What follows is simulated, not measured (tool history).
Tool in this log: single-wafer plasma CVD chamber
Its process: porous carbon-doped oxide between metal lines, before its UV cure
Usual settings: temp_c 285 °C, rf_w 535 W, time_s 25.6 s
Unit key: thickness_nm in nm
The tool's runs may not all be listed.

run    hour  temp_c  rf_w  time_s  read-back reference wafer on the same gauge, thickness_nm  thickness_nm
  1     0.0     279   535    25.6                                                    193.877       184.907
  2    26.7     279   535    25.6                                                    194.260       184.178
  3    89.9     279   535    25.6                                                    193.848       186.243
  4   115.7     285   535    25.6                                                    194.000       177.479
  5   164.4     285   535    25.6                                                    194.190       177.535
  6   219.2     285   615    25.6                                                    193.934       193.950
  7   279.0     285   535    25.6                                                    193.892       176.720
  8   317.9     285   495    24.0                                                    193.773       157.777
  9   374.8     285   495    24.0                                                    193.851       157.585
 10   418.8     278   535    25.6                                                    193.787       187.631
 11   478.2     278   535    25.6                                                    194.040       188.225
 12   526.5     290   535    24.1                                                    193.829       163.366
      576.4  -- thermocouple changed; heater temperature recalibrated
 13   576.9     290   535    24.1                                                    194.137       157.838
 14   608.7     285   480    25.6                                                    193.653       161.135
 15   658.2     285   535    25.6                                                    194.086       175.037
      725.3  -- showerhead replaced
 16   725.8     285   495    24.0                                                    194.091       153.867
 17   779.7     299   485    22.3                                                    194.110       129.003
 18   826.4     285   535    25.6                                                    194.399       173.516
      893.9  -- RF generator calibrated
 19   894.4     285   535    28.8                                                    193.991       194.765
 20   940.1     285   505    21.6                                                    194.137       141.039
 21  1109.4     300   490    29.3                                                    193.929       168.260
     1129.1  -- gauge calibrated
 22  1177.9     285   605    25.6                                                    194.194       188.644
 23  1252.8     271   505    25.6                                                    194.041       185.646
 24  1290.6     285   535    25.6                                                    193.797       175.326
 25  1320.9     294   505    29.3                                                    194.247       179.614
 26  1357.8     285   465    25.6                                                    193.954       159.122
 27  1396.3     285   495    24.0                                                    194.122       155.416
 28  1432.0     285   435    25.6                                                    194.228       151.175

Consider 4 possible next runs. They are alternatives, not a sequence: every one starts from the tool as it was left by run 28. What does each give?
  A  1432.4     285   535    22.1                                                          ?             ?
  B  1432.4     279   635    25.6                                                          ?             ?
  C  1432.4     285   535    21.5                                                          ?             ?
  D  1432.4     285   535    24.0                                                          ?             ?

run  read-back reference wafer on the same gauge, thickness_nm  thickness_nm
  A                                                    193.832       150.673
  B                                                    193.832       202.694
  C                                                    193.832       146.721
  D                                                    193.832       163.173
With the hidden condition removed and each run's random variation left untouched, the same runs would have given:
run  thickness_nm
  A       149.639
  B       201.257
  C       145.713
  D       162.053

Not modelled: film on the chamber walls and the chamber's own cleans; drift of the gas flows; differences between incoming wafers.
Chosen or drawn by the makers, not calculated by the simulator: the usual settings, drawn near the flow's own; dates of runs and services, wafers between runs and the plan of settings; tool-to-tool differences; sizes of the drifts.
